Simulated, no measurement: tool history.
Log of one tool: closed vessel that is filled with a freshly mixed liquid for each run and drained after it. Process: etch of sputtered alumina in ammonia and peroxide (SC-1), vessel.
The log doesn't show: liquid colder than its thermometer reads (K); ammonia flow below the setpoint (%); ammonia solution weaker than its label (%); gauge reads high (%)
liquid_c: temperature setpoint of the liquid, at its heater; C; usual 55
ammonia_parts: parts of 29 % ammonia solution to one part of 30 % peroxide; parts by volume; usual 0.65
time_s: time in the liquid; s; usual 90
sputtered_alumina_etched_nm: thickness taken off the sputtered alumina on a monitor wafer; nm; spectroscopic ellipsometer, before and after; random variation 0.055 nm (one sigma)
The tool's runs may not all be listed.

run	hour	liquid_c	ammonia_parts	time_s	wafers since the last listed run	hours since the thermometer was replaced	hours since the ammonia flow meter was replaced	hours since the drum of ammonia solution was connected	hours since the gauge calibration	read-back film thickness of the sputtered alumina reference wafer, read on the same gauge (nm)	sputtered_alumina_etched_nm
1	0	55	0.55	90	0	1969.6	1332.9	386.5	21.7	120	8.74
2	11.7	55	0.55	90	835	1981.3	1344.6	398.2	33.4	120.03	8.74
3	19.6	55	0.55	90	564	1989.2	1352.5	406.1	41.3	119.99	8.66
4	34.8	55	0.65	60	1085	2004.4	1367.7	421.3	56.5	119.99	5.89
5	51.2	55	0.75	80	1171	2020.8	1384.1	437.7	72.9	119.99	7.9
6	60.1	55	0.75	80	635	2029.7	1393	446.6	81.8	119.98	7.96
7	72.2	55	0.75	80	864	2041.8	1405.1	458.7	93.9	120.03	7.9
# hour 74.8: ammonia flow meter replaced
8	82.1	55	0.65	90	635	2051.7	7.3	468.6	103.8	120.02	8.87
9	89	55	0.65	90	492	2058.6	14.2	475.5	110.7	120	8.79
# hour 101: thermometer replaced
10	103.2	63	0.9	65	942	2.2	28.4	489.7	124.9	119.99	9.92
# hour 105.4: gauge calibrated
11	113.5	51.5	0.65	55	735	12.5	38.7	500	8.1	120.02	4.45
12	125.6	55	0.85	90	864	24.6	50.8	512.1	20.2	120.03	9
# hour 135.4: new drum of ammonia solution connected
13	136.4	58.5	0.8	35	699	35.4	61.6	1	31	119.99	4.16
14	142.6	55	0.65	90	442	41.6	67.8	7.2	37.2	120.02	8.82
15	155.7	60	0.45	110	935	54.7	80.9	20.3	50.3	120.01	13.55
16	171.9	55	0.65	90	1157	70.9	97.1	36.5	66.5	119.97	8.8
17	179.3	62	0.65	90	528	78.3	104.5	43.9	73.9	120.02	12.52
18	185.5	51.5	0.85	120	442	84.5	110.7	50.1	80.1	120	10

4 ways to go on from here, each from the tool as it stands after run 18. What would each give?
A	186.2	55	0.65	75	49	85.2	111.4	50.8	80.8	?	?
B	186.2	55	0.35	110	49	85.2	111.4	50.8	80.8	?	?
C	186.2	55	0.75	75	49	85.2	111.4	50.8	80.8	?	?
D	186.2	45	0.65	55	49	85.2	111.4	50.8	80.8	?	?

run	read-back film thickness of the sputtered alumina reference wafer, read on the same gauge (nm)	sputtered_alumina_etched_nm
A	119.97	7.26
B	119.97	10.04
C	119.97	7.35
D	119.97	3.07
Without the tool's hidden state the same runs would have given:
run	sputtered_alumina_etched_nm
A	7.26
B	10.04
C	7.35
D	3.07

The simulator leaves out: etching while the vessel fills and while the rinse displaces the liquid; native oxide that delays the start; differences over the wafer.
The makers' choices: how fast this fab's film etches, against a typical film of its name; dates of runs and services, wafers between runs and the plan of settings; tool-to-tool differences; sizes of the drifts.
